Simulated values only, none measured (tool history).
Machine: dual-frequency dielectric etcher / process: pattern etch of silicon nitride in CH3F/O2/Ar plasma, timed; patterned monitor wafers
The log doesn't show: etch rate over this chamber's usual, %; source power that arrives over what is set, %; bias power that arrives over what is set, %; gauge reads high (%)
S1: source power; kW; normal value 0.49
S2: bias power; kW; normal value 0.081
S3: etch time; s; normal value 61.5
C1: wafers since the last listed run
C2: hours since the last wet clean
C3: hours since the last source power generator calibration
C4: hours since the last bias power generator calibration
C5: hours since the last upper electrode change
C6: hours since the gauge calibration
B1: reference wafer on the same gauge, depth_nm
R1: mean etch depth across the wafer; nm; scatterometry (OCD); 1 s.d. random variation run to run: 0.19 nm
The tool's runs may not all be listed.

{"run": 1, "hour": 0.0, "S1": 0.46, "S2": 0.081, "S3": 49.5, "C1": 0, "C2": 92.2, "C3": 2308, "C4": 1423.1, "C5": 1630.1, "C6": 476.6, "B1": 42.87, "R1": 37.15}
{"run": 2, "hour": 53.3, "S1": 0.49, "S2": 0.066, "S3": 61.5, "C1": 819, "C2": 145.5, "C3": 2361.3, "C4": 1476.4, "C5": 1683.4, "C6": 529.9, "B1": 42.87, "R1": 43.75}
{"run": 3, "hour": 149.6, "S1": 0.49, "S2": 0.081, "S3": 61.5, "C1": 1480, "C2": 241.8, "C3": 2457.6, "C4": 1572.7, "C5": 1779.7, "C6": 626.2, "B1": 42.82, "R1": 47.6}
{"run": 4, "hour": 187.3, "S1": 0.49, "S2": 0.081, "S3": 61.5, "C1": 579, "C2": 279.5, "C3": 2495.3, "C4": 1610.4, "C5": 1817.4, "C6": 663.9, "B1": 42.89, "R1": 46.95}
{"run": 5, "hour": 250.4, "S1": 0.49, "S2": 0.081, "S3": 48.5, "C1": 970, "C2": 342.6, "C3": 2558.4, "C4": 1673.5, "C5": 1880.5, "C6": 727, "B1": 42.89, "R1": 37.17}
{"run": 6, "hour": 344.8, "S1": 0.44, "S2": 0.081, "S3": 48.5, "C1": 1451, "C2": 437, "C3": 2652.8, "C4": 1767.9, "C5": 1974.9, "C6": 821.4, "B1": 42.88, "R1": 35.97}
{"hour": 383.6, "done": "wet clean of the chamber"}
{"run": 7, "hour": 452.1, "S1": 0.44, "S2": 0.081, "S3": 48.5, "C1": 1280, "C2": 68.5, "C3": 2760.1, "C4": 1875.2, "C5": 2082.2, "C6": 928.7, "B1": 42.92, "R1": 36.11}
{"run": 8, "hour": 507.0, "S1": 0.44, "S2": 0.081, "S3": 48.5, "C1": 844, "C2": 123.4, "C3": 2815, "C4": 1930.1, "C5": 2137.1, "C6": 983.6, "B1": 42.89, "R1": 35.98}
{"run": 9, "hour": 614.4, "S1": 0.49, "S2": 0.081, "S3": 61.5, "C1": 1651, "C2": 230.8, "C3": 2922.4, "C4": 2037.5, "C5": 2244.5, "C6": 1091, "B1": 42.84, "R1": 47.13}
{"run": 10, "hour": 699.1, "S1": 0.49, "S2": 0.081, "S3": 61.5, "C1": 1302, "C2": 315.5, "C3": 3007.1, "C4": 2122.2, "C5": 2329.2, "C6": 1175.7, "B1": 42.85, "R1": 47.16}
{"run": 11, "hour": 750.7, "S1": 0.49, "S2": 0.073, "S3": 61.5, "C1": 793, "C2": 367.1, "C3": 3058.7, "C4": 2173.8, "C5": 2380.8, "C6": 1227.3, "B1": 42.89, "R1": 45.69}
{"run": 12, "hour": 806.8, "S1": 0.49, "S2": 0.073, "S3": 61.5, "C1": 862, "C2": 423.2, "C3": 3114.8, "C4": 2229.9, "C5": 2436.9, "C6": 1283.4, "B1": 42.88, "R1": 45.62}
{"run": 13, "hour": 860.6, "S1": 0.49, "S2": 0.073, "S3": 61.5, "C1": 827, "C2": 477, "C3": 3168.6, "C4": 2283.7, "C5": 2490.7, "C6": 1337.2, "B1": 42.94, "R1": 45.36}
{"hour": 868.7, "done": "source power generator calibrated"}
{"hour": 903.0, "done": "wet clean of the chamber"}
{"run": 14, "hour": 906.7, "S1": 0.49, "S2": 0.094, "S3": 61.5, "C1": 278, "C2": 3.7, "C3": 38, "C4": 2329.8, "C5": 2536.8, "C6": 1383.3, "B1": 42.85, "R1": 49.81}
{"hour": 983.0, "done": "gauge calibrated"}
{"run": 15, "hour": 1002.9, "S1": 0.49, "S2": 0.075, "S3": 55, "C1": 1479, "C2": 99.9, "C3": 134.2, "C4": 2426, "C5": 2633, "C6": 19.9, "B1": 42.91, "R1": 41.06}
{"run": 16, "hour": 1139.6, "S1": 0.57, "S2": 0.075, "S3": 61.5, "C1": 2102, "C2": 236.6, "C3": 270.9, "C4": 2562.7, "C5": 2769.7, "C6": 156.6, "B1": 42.89, "R1": 48.34}
{"hour": 1204.7, "done": "upper electrode replaced"}
{"run": 17, "hour": 1205.2, "S1": 0.54, "S2": 0.081, "S3": 61.5, "C1": 639, "C2": 302.2, "C3": 336.5, "C4": 2628.3, "C5": 0.5, "C6": 222.2, "B1": 42.91, "R1": 48.6}
{"run": 18, "hour": 1280.9, "S1": 0.57, "S2": 0.081, "S3": 53.5, "C1": 1164, "C2": 377.9, "C3": 412.2, "C4": 2704, "C5": 76.2, "C6": 297.9, "B1": 42.89, "R1": 43.06}
{"run": 19, "hour": 1367.0, "S1": 0.46, "S2": 0.081, "S3": 53, "C1": 1323, "C2": 464, "C3": 498.3, "C4": 2790.1, "C5": 162.3, "C6": 384, "B1": 42.87, "R1": 39.72}
{"hour": 1380.9, "done": "bias power generator calibrated"}
{"run": 20, "hour": 1446.9, "S1": 0.41, "S2": 0.073, "S3": 68, "C1": 1167, "C2": 543.9, "C3": 578.2, "C4": 66, "C5": 242.2, "C6": 463.9, "B1": 42.88, "R1": 47.63}
{"hour": 1478.3, "done": "wet clean of the chamber"}
{"run": 21, "hour": 1487.4, "S1": 0.49, "S2": 0.081, "S3": 61.5, "C1": 253, "C2": 9.1, "C3": 618.7, "C4": 106.5, "C5": 282.7, "C6": 504.4, "B1": 42.97, "R1": 47.44}
{"run": 22, "hour": 1567.2, "S1": 0.53, "S2": 0.081, "S3": 61.5, "C1": 1227, "C2": 88.9, "C3": 698.5, "C4": 186.3, "C5": 362.5, "C6": 584.2, "B1": 42.85, "R1": 48.52}
{"run": 23, "hour": 1611.7, "S1": 0.55, "S2": 0.087, "S3": 53, "C1": 684, "C2": 133.4, "C3": 743, "C4": 230.8, "C5": 407, "C6": 628.7, "B1": 42.93, "R1": 43.18}
{"run": 24, "hour": 1659.8, "S1": 0.54, "S2": 0.087, "S3": 56, "C1": 739, "C2": 181.5, "C3": 791.1, "C4": 278.9, "C5": 455.1, "C6": 676.8, "B1": 42.88, "R1": 45.43}
{"run": 25, "hour": 1735.0, "S1": 0.58, "S2": 0.097, "S3": 52, "C1": 1156, "C2": 256.7, "C3": 866.3, "C4": 354.1, "C5": 530.3, "C6": 752, "B1": 42.9, "R1": 44.8}
{"run": 26, "hour": 1842.9, "S1": 0.49, "S2": 0.081, "S3": 61.5, "C1": 1659, "C2": 364.6, "C3": 974.2, "C4": 462, "C5": 638.2, "C6": 859.9, "B1": 42.99, "R1": 46.99}
{"run": 27, "hour": 1904.8, "S1": 0.59, "S2": 0.081, "S3": 75.5, "C1": 951, "C2": 426.5, "C3": 1036.1, "C4": 523.9, "C5": 700.1, "C6": 921.8, "B1": 42.85, "R1": 61.57}
{"hour": 1983.8, "done": "wet clean of the chamber"}
{"run": 28, "hour": 1984.3, "S1": 0.49, "S2": 0.081, "S3": 61.5, "C1": 853, "C2": 0.5, "C3": 1115.6, "C4": 603.4, "C5": 779.6, "C6": 1001.3, "B1": 42.85, "R1": 47.13}

For each run, what was the tool's unlogged condition?
etch rate over this chamber's usual, %: 0 on each run
source power that arrives over what is set, %: 0 on each run
bias power that arrives over what is set, %: 0 on each run
gauge reads high (%): 0 on each run
